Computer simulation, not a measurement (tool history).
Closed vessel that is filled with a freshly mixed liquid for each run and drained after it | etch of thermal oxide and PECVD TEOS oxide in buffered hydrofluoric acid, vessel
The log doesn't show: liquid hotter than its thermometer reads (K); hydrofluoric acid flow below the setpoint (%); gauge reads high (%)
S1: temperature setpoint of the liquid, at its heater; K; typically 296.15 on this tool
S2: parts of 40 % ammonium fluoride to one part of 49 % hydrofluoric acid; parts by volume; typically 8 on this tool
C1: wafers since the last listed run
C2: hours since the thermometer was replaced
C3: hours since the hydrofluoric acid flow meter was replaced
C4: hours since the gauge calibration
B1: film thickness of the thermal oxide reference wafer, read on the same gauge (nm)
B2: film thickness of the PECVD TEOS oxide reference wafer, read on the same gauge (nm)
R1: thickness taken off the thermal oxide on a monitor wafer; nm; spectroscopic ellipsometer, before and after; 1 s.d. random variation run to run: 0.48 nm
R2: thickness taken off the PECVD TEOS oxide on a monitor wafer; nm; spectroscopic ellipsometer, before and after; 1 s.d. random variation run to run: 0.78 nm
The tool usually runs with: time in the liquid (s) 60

run 1 day=0 | S1=296.15 S2=8 time_in_the_liquid_(s)=60 | C1=0 C2=557.2 C3=2073.9 C4=178.7 | B1=120.01 B2=140.02 | R1=85.29 R2=201
run 2 day=0.329 | S1=296.15 S2=6.5 time_in_the_liquid_(s)=60 | C1=931 C2=565.1 C3=2081.8 C4=186.6 | B1=120.01 B2=140 | R1=103.5 R2=248.72
run 3 day=0.7 | S1=296.15 S2=6.5 time_in_the_liquid_(s)=60 | C1=1049 C2=574 C3=2090.7 C4=195.5 | B1=120 B2=140 | R1=103.2 R2=248.81
run 4 day=1.1 | S1=296.15 S2=8 time_in_the_liquid_(s)=80 | C1=1132 C2=583.6 C3=2100.3 C4=205.1 | B1=120.01 B2=139.99 | R1=112.05 R2=269.52
run 5 day=1.592 | S1=292.15 S2=6 time_in_the_liquid_(s)=60 | C1=1391 C2=595.4 C3=2112.1 C4=216.9 | B1=119.99 B2=140 | R1=89.97 R2=214.35
run 6 day=2.162 | S1=292.15 S2=6 time_in_the_liquid_(s)=60 | C1=1615 C2=609.1 C3=2125.8 C4=230.6 | B1=120 B2=140.01 | R1=90.41 R2=215.13
-- day=2.421 thermometer replaced
-- day=2.675 hydrofluoric acid flow meter replaced
run 7 day=2.875 | S1=296.15 S2=6 time_in_the_liquid_(s)=60 | C1=1780 C2=10.9 C3=4.8 C4=247.7 | B1=120 B2=140 | R1=102.48 R2=244.4
run 8 day=3.354 | S1=296.15 S2=6 time_in_the_liquid_(s)=60 | C1=1356 C2=22.4 C3=16.3 C4=259.2 | B1=120.01 B2=139.99 | R1=102.97 R2=245.28
run 9 day=4.025 | S1=296.15 S2=8 time_in_the_liquid_(s)=60 | C1=1898 C2=38.5 C3=32.4 C4=275.3 | B1=120.01 B2=140.01 | R1=78.3 R2=186.25
run 10 day=4.288 | S1=296.15 S2=8 time_in_the_liquid_(s)=70 | C1=743 C2=44.8 C3=38.7 C4=281.6 | B1=120 B2=140.01 | R1=90.52 R2=218.33
run 11 day=4.667 | S1=296.15 S2=10.5 time_in_the_liquid_(s)=40 | C1=1073 C2=53.9 C3=47.8 C4=290.7 | B1=120.01 B2=140 | R1=41.19 R2=97.38
run 12 day=4.942 | S1=298.65 S2=10 time_in_the_liquid_(s)=80 | C1=778 C2=60.5 C3=54.4 C4=297.3 | B1=120 B2=139.98 | R1=98.65 R2=233.37
run 13 day=5.404 | S1=296.15 S2=8 time_in_the_liquid_(s)=60 | C1=1309 C2=71.6 C3=65.5 C4=308.4 | B1=120 B2=140 | R1=78.4 R2=186.43
run 14 day=5.988 | S1=296.15 S2=7 time_in_the_liquid_(s)=60 | C1=1651 C2=85.6 C3=79.5 C4=322.4 | B1=120 B2=140.02 | R1=90.81 R2=217.03
run 15 day=6.467 | S1=299.15 S2=10 time_in_the_liquid_(s)=80 | C1=1356 C2=97.1 C3=91 C4=333.9 | B1=120.01 B2=139.99 | R1=101.51 R2=243.46
run 16 day=7.171 | S1=296.15 S2=8 time_in_the_liquid_(s)=60 | C1=1993 C2=114 C3=107.9 C4=350.8 | B1=120 B2=140.01 | R1=78.52 R2=189.59
-- day=7.179 gauge calibrated
run 17 day=7.708 | S1=296.15 S2=9.5 time_in_the_liquid_(s)=70 | C1=1521 C2=126.9 C3=120.8 C4=12.7 | B1=119.99 B2=140.01 | R1=78.36 R2=186.9
run 18 day=8.388 | S1=298.15 S2=6.5 time_in_the_liquid_(s)=30 | C1=1922 C2=143.2 C3=137.1 C4=29 | B1=119.99 B2=140 | R1=54.22 R2=128.77
run 19 day=9.092 | S1=296.15 S2=8 time_in_the_liquid_(s)=60 | C1=1993 C2=160.1 C3=154 C4=45.9 | B1=120.01 B2=140.01 | R1=79.01 R2=189.32
run 20 day=9.442 | S1=296.15 S2=8 time_in_the_liquid_(s)=60 | C1=990 C2=168.5 C3=162.4 C4=54.3 | B1=120.02 B2=139.98 | R1=78.6 R2=189.76
run 21 day=9.758 | S1=296.15 S2=6 time_in_the_liquid_(s)=95 | C1=896 C2=176.1 C3=170 C4=61.9 | B1=119.98 B2=139.98 | R1=165.12 R2=395.12
run 22 day=10.179 | S1=299.15 S2=10.5 time_in_the_liquid_(s)=60 | C1=1191 C2=186.2 C3=180.1 C4=72 | B1=119.98 B2=139.99 | R1=73.76 R2=175.57
run 23 day=10.546 | S1=292.15 S2=7 time_in_the_liquid_(s)=90 | C1=1037 C2=195 C3=188.9 C4=80.8 | B1=120.01 B2=140.01 | R1=110.56 R2=265.64
run 24 day=10.804 | S1=296.15 S2=7 time_in_the_liquid_(s)=75 | C1=731 C2=201.2 C3=195.1 C4=87 | B1=119.99 B2=140 | R1=115.07 R2=274.93
run 25 day=11.212 | S1=299.65 S2=6.5 time_in_the_liquid_(s)=80 | C1=1155 C2=211 C3=204.9 C4=96.8 | B1=120.02 B2=140 | R1=158.89 R2=380.58

Difference, measured minus no-hidden-state, one row per run. Run-to-run variation is common to both terms; the gauge's own scatter need not be:
run=1 R1=+7.51 R2=+17.7
run=2 R1=+9.21 R2=+22.12
run=3 R1=+9.34 R2=+22.5
run=4 R1=+10.31 R2=+24.79
run=5 R1=+8.66 R2=+20.63
run=6 R1=+8.88 R2=+21.14
run=7 R1=+0.61 R2=+1.46
run=8 R1=+0.84 R2=+2.01
run=9 R1=+0.85 R2=+2.03
run=10 R1=+1.09 R2=+2.62
run=11 R1=+0.54 R2=+1.28
run=12 R1=+1.37 R2=+3.25
run=13 R1=+1.28 R2=+3.04
run=14 R1=+1.67 R2=+4.01
run=15 R1=+2.05 R2=+4.92
run=16 R1=+1.83 R2=+4.42
run=17 R1=+1.99 R2=+4.75
run=18 R1=+1.47 R2=+3.5
run=19 R1=+2.43 R2=+5.81
run=20 R1=+2.49 R2=+6.03
run=21 R1=+5.41 R2=+12.96
run=22 R1=+2.49 R2=+5.93
run=23 R1=+4.08 R2=+9.81
run=24 R1=+4.26 R2=+10.18
run=25 R1=+6 R2=+14.36

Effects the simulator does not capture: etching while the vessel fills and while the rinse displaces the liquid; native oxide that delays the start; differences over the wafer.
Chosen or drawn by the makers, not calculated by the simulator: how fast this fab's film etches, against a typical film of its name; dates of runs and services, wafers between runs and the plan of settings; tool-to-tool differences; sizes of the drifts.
